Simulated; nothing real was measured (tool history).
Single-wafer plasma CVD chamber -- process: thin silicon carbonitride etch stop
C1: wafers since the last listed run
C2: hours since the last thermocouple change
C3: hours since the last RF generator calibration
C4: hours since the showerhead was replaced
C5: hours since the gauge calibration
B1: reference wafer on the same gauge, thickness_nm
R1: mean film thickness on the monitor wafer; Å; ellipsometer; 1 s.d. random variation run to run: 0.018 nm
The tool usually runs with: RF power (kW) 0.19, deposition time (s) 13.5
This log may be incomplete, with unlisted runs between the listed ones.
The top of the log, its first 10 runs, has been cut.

Run 11, day 18.896: usual settings but deposition time (s) 11.6; C1 1019; C2 1583.7; C3 903.9; C4 2205; C5 1175; B1 6.873. Result: R1 70.42 Å.
Run 12, day 21.217: usual settings but deposition time (s) 11.6; C1 1180; C2 1639.4; C3 959.6; C4 2260.7; C5 1230.7; B1 6.88. Result: R1 70.77 Å.
Run 13, day 24.008: usual settings but deposition time (s) 12.6; C1 1419; C2 1706.4; C3 1026.6; C4 2327.7; C5 1297.7; B1 6.877. Result: R1 76.53 Å.
Run 14, day 26.275: usual settings but deposition time (s) 15.6; C1 1152; C2 1760.8; C3 1081; C4 2382.1; C5 1352.1; B1 6.876. Result: R1 94.82 Å.
Run 15, day 28.8: usual settings but deposition time (s) 15.6; C1 1284; C2 1821.4; C3 1141.6; C4 2442.7; C5 1412.7; B1 6.887. Result: R1 95.45 Å.
Run 16, day 30.433: usual settings but RF power (kW) 0.16; C1 830; C2 1860.6; C3 1180.8; C4 2481.9; C5 1451.9; B1 6.891. Result: R1 77.17 Å.
Run 17, day 31.717: usual settings but RF power (kW) 0.16; C1 652; C2 1891.4; C3 1211.6; C4 2512.7; C5 1482.7; B1 6.888. Result: R1 77.47 Å.
Run 18, day 34.15: usual settings but RF power (kW) 0.16; C1 1237; C2 1949.8; C3 1270; C4 2571.1; C5 1541.1; B1 6.887. Result: R1 77.47 Å.
At day 34.625: thermocouple changed; heater temperature recalibrated.
At day 35.554: gauge calibrated.
Run 19, day 36.229: usual settings but RF power (kW) 0.205, deposition time (s) 11.8; C1 887; C2 38.5; C3 1319.9; C4 2621; C5 16.2; B1 6.763. Result: R1 72.72 Å.
Run 20, day 37.862: usual settings; C1 830; C2 77.7; C3 1359.1; C4 2660.2; C5 55.4; B1 6.772. Result: R1 80.98 Å.
Run 21, day 39.821: usual settings but RF power (kW) 0.175, deposition time (s) 11.7; C1 995; C2 124.7; C3 1406.1; C4 2707.2; C5 102.4; B1 6.769. Result: R1 68.09 Å.
Run 22, day 42: usual settings but RF power (kW) 0.2, deposition time (s) 15.1; C1 1108; C2 177; C3 1458.4; C4 2759.5; C5 154.7; B1 6.773. Result: R1 92.47 Å.
Run 23, day 44.379: usual settings but deposition time (s) 11.3; C1 1209; C2 234.1; C3 1515.5; C4 2816.6; C5 211.8; B1 6.778. Result: R1 67.65 Å.
Run 24, day 45.404: usual settings; C1 521; C2 258.7; C3 1540.1; C4 2841.2; C5 236.4; B1 6.778. Result: R1 81.37 Å.
At day 50.062: RF generator calibrated.
Run 25, day 52.796: usual settings but RF power (kW) 0.21, deposition time (s) 14.2; C1 3589; C2 436.1; C3 65.6; C4 3018.6; C5 413.8; B1 6.789. Result: R1 88.82 Å.
Run 26, day 54.946: usual settings but RF power (kW) 0.225; C1 1093; C2 487.7; C3 117.2; C4 3070.2; C5 465.4; B1 6.794. Result: R1 86.14 Å.
Run 27, day 57.108: usual settings but RF power (kW) 0.16, deposition time (s) 14.8; C1 1099; C2 539.6; C3 169.1; C4 3122.1; C5 517.3; B1 6.794. Result: R1 83.66 Å.
Run 28, day 58.642: usual settings but RF power (kW) 0.16, deposition time (s) 12.1; C1 779; C2 576.4; C3 205.9; C4 3158.9; C5 554.1; B1 6.795. Result: R1 68.41 Å.
At day 60.508: showerhead replaced.
Run 29, day 60.529: usual settings but RF power (kW) 0.2, deposition time (s) 15.5; C1 790; C2 621.7; C3 251.2; C4 0.5; C5 599.4; B1 6.801. Result: R1 95.37 Å.
Run 30, day 62.85: usual settings but RF power (kW) 0.175, deposition time (s) 11.7; C1 1180; C2 677.4; C3 306.9; C4 56.2; C5 655.1; B1 6.812. Result: R1 68.74 Å.
Run 31, day 65.35: usual settings; C1 1271; C2 737.4; C3 366.9; C4 116.2; C5 715.1; B1 6.809. Result: R1 81.5 Å.
Run 32, day 66.742: usual settings but deposition time (s) 11.4; C1 707; C2 770.8; C3 400.3; C4 149.6; C5 748.5; B1 6.814. Result: R1 68.73 Å.
Run 33, day 69.688: usual settings but RF power (kW) 0.175, deposition time (s) 11.8; C1 1498; C2 841.5; C3 471; C4 220.3; C5 819.2; B1 6.815. Result: R1 69.03 Å.
Run 34, day 78.438: usual settings but deposition time (s) 12.4; C1 4449; C2 1051.5; C3 681; C4 430.3; C5 1029.2; B1 6.834. Result: R1 75.34 Å.
Run 35, day 79.642: usual settings but RF power (kW) 0.22, deposition time (s) 11.2; C1 612; C2 1080.4; C3 709.9; C4 459.2; C5 1058.1; B1 6.828. Result: R1 71.28 Å.

Run 36 is up next; what results do you expect?
Run 36, day 80.742: usual settings but RF power (kW) 0.17, deposition time (s) 11.9; C1 559; C2 1106.8; C3 736.3; C4 485.6; C5 1084.5; B1 ?. Result: R1 ?.

B1: 6.837
R1: 69.21 Å
Had the tool carried no hidden state, the very same run would have given R1 68.63 Å.
